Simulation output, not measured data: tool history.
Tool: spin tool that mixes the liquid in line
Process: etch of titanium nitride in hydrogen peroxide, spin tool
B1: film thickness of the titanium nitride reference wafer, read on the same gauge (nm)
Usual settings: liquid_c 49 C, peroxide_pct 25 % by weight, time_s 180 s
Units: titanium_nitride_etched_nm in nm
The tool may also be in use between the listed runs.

Run 1, hour 0: usual settings; B1 119.99. Result: titanium_nitride_etched_nm 6.62 nm.
Run 2, hour 44.6: usual settings; B1 120. Result: titanium_nitride_etched_nm 6.58 nm.
Run 3, hour 107.8: usual settings; B1 120.02. Result: titanium_nitride_etched_nm 6.54 nm.
Run 4, hour 171.3: usual settings; B1 119.99. Result: titanium_nitride_etched_nm 6.52 nm.
Run 5, hour 250: usual settings; B1 120. Result: titanium_nitride_etched_nm 6.53 nm.
Run 6, hour 334.6: usual settings; B1 120.02. Result: titanium_nitride_etched_nm 6.51 nm.
At hour 358.6: peroxide flow meter replaced.
Run 7, hour 428.9: usual settings; B1 120.01. Result: titanium_nitride_etched_nm 6.68 nm.
Run 8, hour 543.3: usual settings but time_s 230 s; B1 119.98. Result: titanium_nitride_etched_nm 8.62 nm.
Run 9, hour 603.7: usual settings but time_s 230 s; B1 119.96. Result: titanium_nitride_etched_nm 8.54 nm.
Run 10, hour 668.7: usual settings but time_s 230 s; B1 120. Result: titanium_nitride_etched_nm 8.62 nm.
Run 11, hour 768.3: usual settings; B1 120.01. Result: titanium_nitride_etched_nm 6.68 nm.
Run 12, hour 822.6: usual settings; B1 119.99. Result: titanium_nitride_etched_nm 6.64 nm.
Run 13, hour 915.8: usual settings; B1 120.01. Result: titanium_nitride_etched_nm 6.59 nm.
At hour 970: gauge calibrated.
At hour 1000.9: heated supply line repaired.
Run 14, hour 1018.7: usual settings but liquid_c 57.5 C, time_s 80 s; B1 119.99. Result: titanium_nitride_etched_nm 5.34 nm.
Run 15, hour 1067.6: usual settings but time_s 230 s; B1 119.99. Result: titanium_nitride_etched_nm 8.51 nm.
Run 16, hour 1138.8: usual settings but peroxide_pct 27.5 % by weight, time_s 75 s; B1 119.97. Result: titanium_nitride_etched_nm 2.78 nm.
Run 17, hour 1183.3: usual settings but liquid_c 45.5 C, peroxide_pct 20 % by weight, time_s 280 s; B1 120.04. Result: titanium_nitride_etched_nm 7.55 nm.
At hour 1200.1: new drum of peroxide connected.
Run 18, hour 1244.8: usual settings but liquid_c 39.5 C, peroxide_pct 19.5 % by weight, time_s 235 s; B1 120.01. Result: titanium_nitride_etched_nm 3.97 nm.
At hour 1340.1: thermometer replaced.
Run 19, hour 1340.6: usual settings but time_s 230 s; B1 119.99. Result: titanium_nitride_etched_nm 8.41 nm.
At hour 1365: peroxide flow meter replaced.
Run 20, hour 1414.5: usual settings but liquid_c 39 C, time_s 260 s; B1 119.99. Result: titanium_nitride_etched_nm 4.65 nm.
Run 21, hour 1475.5: usual settings; B1 120.02. Result: titanium_nitride_etched_nm 6.67 nm.
Run 22, hour 1535: usual settings but peroxide_pct 22.5 % by weight; B1 120.01. Result: titanium_nitride_etched_nm 6.56 nm.
Run 23, hour 1605.8: usual settings but liquid_c 58.5 C, peroxide_pct 27 % by weight; B1 119.98. Result: titanium_nitride_etched_nm 13.3 nm.
Run 24, hour 1709.6: usual settings but liquid_c 44 C, peroxide_pct 27.5 % by weight, time_s 265 s; B1 119.99. Result: titanium_nitride_etched_nm 6.91 nm.

Forecast each of these 5 alternatives for the next run:
Run A, hour 1710.1: usual settings but peroxide_pct 28 % by weight; B1 ?. Result: titanium_nitride_etched_nm ?.
Run B, hour 1710.1: usual settings but liquid_c 55.5 C, peroxide_pct 30 % by weight, time_s 270 s; B1 ?. Result: titanium_nitride_etched_nm ?.
Run C, hour 1710.1: usual settings but liquid_c 54 C, peroxide_pct 30 % by weight, time_s 260 s; B1 ?. Result: titanium_nitride_etched_nm ?.
Run D, hour 1710.1: usual settings but liquid_c 55 C, peroxide_pct 20 % by weight, time_s 90 s; B1 ?. Result: titanium_nitride_etched_nm ?.
Run E, hour 1710.1: usual settings but peroxide_pct 30 % by weight; B1 ?. Result: titanium_nitride_etched_nm ?.

run      B1  titanium_nitride_etched_nm
  A  120.03                        6.84
  B  120.03                       16.56
  C  120.03                       14.35
  D  120.03                        4.88
  E  120.03                        6.95
Without the tool's hidden state the same runs would have given:
run  titanium_nitride_etched_nm
  A                        6.92
  B                       16.75
  C                       14.52
  D                        4.93
  E                        7.03
